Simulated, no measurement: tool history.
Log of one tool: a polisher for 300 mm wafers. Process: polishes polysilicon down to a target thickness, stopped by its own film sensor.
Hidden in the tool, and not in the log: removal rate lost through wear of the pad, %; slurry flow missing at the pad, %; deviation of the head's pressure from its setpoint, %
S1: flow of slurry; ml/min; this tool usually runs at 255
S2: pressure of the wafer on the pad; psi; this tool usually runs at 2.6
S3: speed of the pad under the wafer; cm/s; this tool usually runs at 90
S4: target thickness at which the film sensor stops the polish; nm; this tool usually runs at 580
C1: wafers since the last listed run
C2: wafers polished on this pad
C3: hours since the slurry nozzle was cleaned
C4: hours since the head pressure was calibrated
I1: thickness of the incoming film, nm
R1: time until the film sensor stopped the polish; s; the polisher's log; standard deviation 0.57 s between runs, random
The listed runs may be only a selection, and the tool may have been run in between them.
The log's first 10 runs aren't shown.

run   hour   S1   S2   S3   S4   C1    C2     C3      C4     I1     R1
 11  253.5  255  2.6   90  580  162  1964   71.9   868.5  949.3   65.2
 12  268.4  255  2.1   90  580  181  2146   86.8   883.4  968.1   87.8
 13  281.2  255    3  116  580  156  2302   99.6   896.2  942.5     44
 14  307.6  255  2.1   90  580  322  2624    126   922.6  973.5   88.7
     334.9  -- worn pad replaced by a new one
 15  335.4  255  2.6   72  462  290     6  153.8   950.4  971.5  108.6
 16  352.4  255  2.6   90  580  207   213  170.8   967.4  956.8   64.6
 17  376.5  255  2.6   90  580  294   507  194.9   991.5  959.2   65.1
 18  388.9  255  1.8   70  580  151   659  207.3  1003.9  966.2  120.9
     402.9  -- head pressure recalibrated
 19  405.8  255  2.6   90  486  181   841  224.2     2.9  959.5   81.6
 20  427.1  290  2.1   90  702  259  1100  245.5    24.2  972.5   56.9

What will run 21 give?
 21  446.6  255  2.1  90  580  237  1338  265  43.7  971.8   ?

R1: 84.8 s
Minus the tool's unlogged condition, the same run would have read R1 83.6 s.
